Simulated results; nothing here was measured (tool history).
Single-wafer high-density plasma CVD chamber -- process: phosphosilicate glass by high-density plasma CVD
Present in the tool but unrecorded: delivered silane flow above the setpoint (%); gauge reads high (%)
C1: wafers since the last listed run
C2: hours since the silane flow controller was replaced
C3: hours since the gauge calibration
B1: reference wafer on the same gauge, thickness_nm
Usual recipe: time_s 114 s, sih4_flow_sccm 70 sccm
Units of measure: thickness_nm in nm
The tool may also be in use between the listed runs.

{"run": 1, "hour": 0.0, "time_s": 96, "sih4_flow_sccm": 70, "C1": 0, "C2": 2224.7, "C3": 455.5, "B1": 872.02, "thickness_nm": 692.948}
{"run": 2, "hour": 70.0, "time_s": 130, "sih4_flow_sccm": 70, "C1": 552, "C2": 2294.7, "C3": 525.5, "B1": 871.947, "thickness_nm": 930.871}
{"run": 3, "hour": 127.4, "time_s": 99, "sih4_flow_sccm": 70, "C1": 453, "C2": 2352.1, "C3": 582.9, "B1": 872.792, "thickness_nm": 706.075}
{"run": 4, "hour": 185.1, "time_s": 114, "sih4_flow_sccm": 70, "C1": 455, "C2": 2409.8, "C3": 640.6, "B1": 871.754, "thickness_nm": 816.071}
{"run": 5, "hour": 284.3, "time_s": 114, "sih4_flow_sccm": 70, "C1": 783, "C2": 2509.0, "C3": 739.8, "B1": 872.043, "thickness_nm": 815.974}
{"run": 6, "hour": 355.5, "time_s": 114, "sih4_flow_sccm": 70, "C1": 562, "C2": 2580.2, "C3": 811.0, "B1": 872.175, "thickness_nm": 814.886}
{"run": 7, "hour": 386.1, "time_s": 114, "sih4_flow_sccm": 70, "C1": 241, "C2": 2610.8, "C3": 841.6, "B1": 872.022, "thickness_nm": 812.515}
{"run": 8, "hour": 496.4, "time_s": 106, "sih4_flow_sccm": 70, "C1": 870, "C2": 2721.1, "C3": 951.9, "B1": 871.469, "thickness_nm": 758.999}
{"run": 9, "hour": 542.3, "time_s": 106, "sih4_flow_sccm": 70, "C1": 362, "C2": 2767.0, "C3": 997.8, "B1": 871.862, "thickness_nm": 756.051}
{"run": 10, "hour": 602.1, "time_s": 106, "sih4_flow_sccm": 70, "C1": 472, "C2": 2826.8, "C3": 1057.6, "B1": 873.134, "thickness_nm": 758.906}
{"hour": 630.1, "done": "gauge calibrated"}
{"run": 11, "hour": 655.2, "time_s": 114, "sih4_flow_sccm": 70, "C1": 419, "C2": 2879.9, "C3": 25.1, "B1": 871.099, "thickness_nm": 811.344}
{"run": 12, "hour": 706.6, "time_s": 114, "sih4_flow_sccm": 70, "C1": 405, "C2": 2931.3, "C3": 76.5, "B1": 872.381, "thickness_nm": 817.824}
{"run": 13, "hour": 744.0, "time_s": 123, "sih4_flow_sccm": 74, "C1": 295, "C2": 2968.7, "C3": 113.9, "B1": 871.116, "thickness_nm": 913.87}
{"run": 14, "hour": 789.9, "time_s": 108, "sih4_flow_sccm": 70, "C1": 362, "C2": 3014.6, "C3": 159.8, "B1": 872.551, "thickness_nm": 775.266}
{"hour": 886.8, "done": "silane flow controller replaced"}
{"run": 15, "hour": 924.8, "time_s": 95, "sih4_flow_sccm": 59, "C1": 1001, "C2": 38.0, "C3": 294.7, "B1": 871.926, "thickness_nm": 633.145}
{"run": 16, "hour": 994.3, "time_s": 114, "sih4_flow_sccm": 70, "C1": 548, "C2": 107.5, "C3": 364.2, "B1": 871.453, "thickness_nm": 841.072}
{"run": 17, "hour": 1029.1, "time_s": 135, "sih4_flow_sccm": 74, "C1": 274, "C2": 142.3, "C3": 399.0, "B1": 872.027, "thickness_nm": 1032.316}
{"run": 18, "hour": 1058.2, "time_s": 114, "sih4_flow_sccm": 70, "C1": 229, "C2": 171.4, "C3": 428.1, "B1": 870.497, "thickness_nm": 839.041}
{"run": 19, "hour": 1085.0, "time_s": 114, "sih4_flow_sccm": 70, "C1": 211, "C2": 198.2, "C3": 454.9, "B1": 872.445, "thickness_nm": 842.796}
{"run": 20, "hour": 1124.0, "time_s": 114, "sih4_flow_sccm": 70, "C1": 307, "C2": 237.2, "C3": 493.9, "B1": 872.335, "thickness_nm": 837.044}
{"run": 21, "hour": 1169.4, "time_s": 121, "sih4_flow_sccm": 65, "C1": 358, "C2": 282.6, "C3": 539.3, "B1": 872.436, "thickness_nm": 845.782}
{"run": 22, "hour": 1204.1, "time_s": 114, "sih4_flow_sccm": 65, "C1": 273, "C2": 317.3, "C3": 574.0, "B1": 872.335, "thickness_nm": 794.708}
{"run": 23, "hour": 1247.3, "time_s": 94, "sih4_flow_sccm": 77, "C1": 341, "C2": 360.5, "C3": 617.2, "B1": 872.472, "thickness_nm": 736.732}
{"run": 24, "hour": 1309.7, "time_s": 98, "sih4_flow_sccm": 75, "C1": 492, "C2": 422.9, "C3": 679.6, "B1": 871.355, "thickness_nm": 750.897}
{"run": 25, "hour": 1368.9, "time_s": 120, "sih4_flow_sccm": 70, "C1": 467, "C2": 482.1, "C3": 738.8, "B1": 871.696, "thickness_nm": 872.616}

What if the next run were any one of these 4? Each begins from the tool's condition after run 25:
{"run": "A", "hour": 1369.3, "time_s": 114, "sih4_flow_sccm": 70, "C1": 3, "C2": 482.5, "C3": 739.2, "B1": "?", "thickness_nm": "?"}
{"run": "B", "hour": 1369.3, "time_s": 124, "sih4_flow_sccm": 66, "C1": 3, "C2": 482.5, "C3": 739.2, "B1": "?", "thickness_nm": "?"}
{"run": "C", "hour": 1369.3, "time_s": 99, "sih4_flow_sccm": 56, "C1": 3, "C2": 482.5, "C3": 739.2, "B1": "?", "thickness_nm": "?"}
{"run": "D", "hour": 1369.3, "time_s": 105, "sih4_flow_sccm": 58, "C1": 3, "C2": 482.5, "C3": 739.2, "B1": "?", "thickness_nm": "?"}

run=A B1=870.731 thickness_nm=830.221
run=B B1=870.731 thickness_nm=868.169
run=C B1=870.731 thickness_nm=623.519
run=D B1=870.731 thickness_nm=676.075
The same runs, with their run-to-run variation unchanged, on a tool lacking any hidden condition would have given:
run=A thickness_nm=842.888
run=B thickness_nm=881.415
run=C thickness_nm=633.033
run=D thickness_nm=686.391

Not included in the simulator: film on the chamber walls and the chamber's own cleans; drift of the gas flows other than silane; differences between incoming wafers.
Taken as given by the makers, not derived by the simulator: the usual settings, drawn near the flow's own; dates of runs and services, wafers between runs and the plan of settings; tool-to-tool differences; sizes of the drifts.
